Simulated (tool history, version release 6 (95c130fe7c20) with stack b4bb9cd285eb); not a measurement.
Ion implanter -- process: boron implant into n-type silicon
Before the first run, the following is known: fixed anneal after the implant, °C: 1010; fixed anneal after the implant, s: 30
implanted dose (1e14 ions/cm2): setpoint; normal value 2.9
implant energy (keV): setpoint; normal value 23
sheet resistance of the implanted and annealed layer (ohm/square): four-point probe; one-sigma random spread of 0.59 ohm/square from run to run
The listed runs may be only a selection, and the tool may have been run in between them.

run,hour,implanted dose (1e14 ions/cm2),implant energy (keV),wafers since the last listed run,hours since the last dose calibration,hours since the extraction supply was calibrated,hours since the gauge calibration,"read-back reference wafer on the same gauge, sheet resistance",sheet resistance of the implanted and annealed layer (ohm/square)
1,0,2.9,23,0,1069.7,3579.1,183.2,314.03,352.71
2,16.3,2.9,23,203,1086,3595.4,199.5,313.92,353.48
3,25.8,2.9,23,118,1095.5,3604.9,209,314.06,352.99
4,40.8,2.9,23,187,1110.5,3619.9,224,314.06,353.11
5,48,2.9,23,89,1117.7,3627.1,231.2,313.98,353.5
6,63.8,2.7,23,197,1133.5,3642.9,247,314.07,374.13
7,76.2,2.7,23,154,1145.9,3655.3,259.4,313.95,375.35
8,91.4,2.9,23,189,1161.1,3670.5,274.6,314.04,354.61
9,99.2,2.9,23,97,1168.9,3678.3,282.4,314.01,354.79
# hour 114.3: Faraday cup replaced and dose calibrated
10,114.8,2.9,23,94,0.5,3693.9,298,314.03,342.16
# hour 118.5: gauge calibrated
11,122.2,2.27,23,92,7.9,3701.3,3.7,314.05,416.48
12,135,2.9,23,159,20.7,3714.1,16.5,313.89,342.4
13,145.3,2.38,27.5,128,31,3724.4,26.8,314.07,392.79
14,157.7,3.64,23,154,43.4,3736.8,39.2,314.05,285.84
15,168.8,3.23,18,138,54.5,3747.9,50.3,314.11,322.26
16,175.2,2.39,26,79,60.9,3754.3,56.7,313.95,394.67
17,182.5,3.65,30,91,68.2,3761.6,64,314.07,278.21
18,196.9,3.39,26.5,179,82.6,3776,78.4,313.84,298.16
# hour 212.4: extraction supply calibrated
19,212.9,2.9,17.5,99,98.6,0.5,94.4,313.96,353.33
20,222.8,2.9,23,123,108.5,10.4,104.3,313.91,343.13
21,266.8,2.06,30.5,548,152.5,54.4,148.3,314.11,435.41

Consider 5 possible next runs. They are alternatives, not a sequence: every one starts from the tool as it was left by run 21. What does each give?
A,267.2,2.9,23,4,152.9,54.8,148.7,?,?
B,267.2,3.74,20.5,4,152.9,54.8,148.7,?,?
C,267.2,3.19,27.5,4,152.9,54.8,148.7,?,?
D,267.2,3.38,27,4,152.9,54.8,148.7,?,?
E,267.2,3.7,23,4,152.9,54.8,148.7,?,?

run,"read-back reference wafer on the same gauge, sheet resistance",sheet resistance of the implanted and annealed layer (ohm/square)
A,314.01,343.7
B,314.01,283.57
C,314.01,312.65
D,314.01,299.06
E,314.01,282.7
Had the tool no hidden state, the same runs would have come out as:
run,sheet resistance of the implanted and annealed layer (ohm/square)
A,342.36
B,282.46
C,311.44
D,297.89
E,281.6
